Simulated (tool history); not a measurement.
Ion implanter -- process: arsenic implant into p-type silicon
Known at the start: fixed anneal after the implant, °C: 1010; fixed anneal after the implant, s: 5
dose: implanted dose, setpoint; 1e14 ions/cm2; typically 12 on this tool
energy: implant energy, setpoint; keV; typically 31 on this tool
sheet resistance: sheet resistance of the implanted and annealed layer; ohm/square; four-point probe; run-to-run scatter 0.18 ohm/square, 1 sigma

run,hour,dose,energy,"read-back reference wafer on the same gauge, sheet resistance",sheet resistance
1,0,12,31,107.02,106.2
2,45.2,12,31,106.97,106.4
3,92.6,12,31,107.02,105.66
4,140.3,12,31,107.05,106.19
5,172.3,14.24,37,106.93,92.56
6,212.1,12,31,106.95,106.09
7,240.8,12,31,107.02,105.99
8,268.3,12,31,106.99,105.87
9,336.8,12,23,107.05,119.17
10,460.4,12,23,107.01,119.12
11,502.8,10.77,31,107,111.61
12,567.4,12,31,107.02,105.8
13,598.5,12,31,106.92,105.69
14,641.6,12,31,107,105.86
15,700.2,12,34,107.05,102.28
16,770.8,12,31,107.06,105.81
17,803.9,12,22.5,107.01,119.91
18,849.2,12,31,106.99,105.63
19,895.5,12,31,107.01,105.69
20,1000.6,14.19,27.5,106.98,104.18
# hour 1018.4: Faraday cup replaced and dose calibrated
21,1024.9,15.37,21,107.03,116.97
# hour 1064.3: gauge calibrated
# hour 1081: extraction supply calibrated
22,1088.7,10,26,106.98,126.9
23,1141.2,10.83,41.5,107.07,104.7
24,1189.7,10.2,39.5,107.08,109.64
25,1260.2,8.98,40,107.06,118.3
26,1307.3,12,31,107.02,108.63
27,1338.5,13.36,40,107.02,94.24

For run 28, what comes out?
28,1382.9,9.1,39,?,?

Run 28 came out at read-back reference wafer on the same gauge, sheet resistance 106.98, sheet resistance 117.24 ohm/square.
Were there no unlogged condition in the tool, this run, its random variation unchanged, would have produced sheet resistance 118.77 ohm/square.
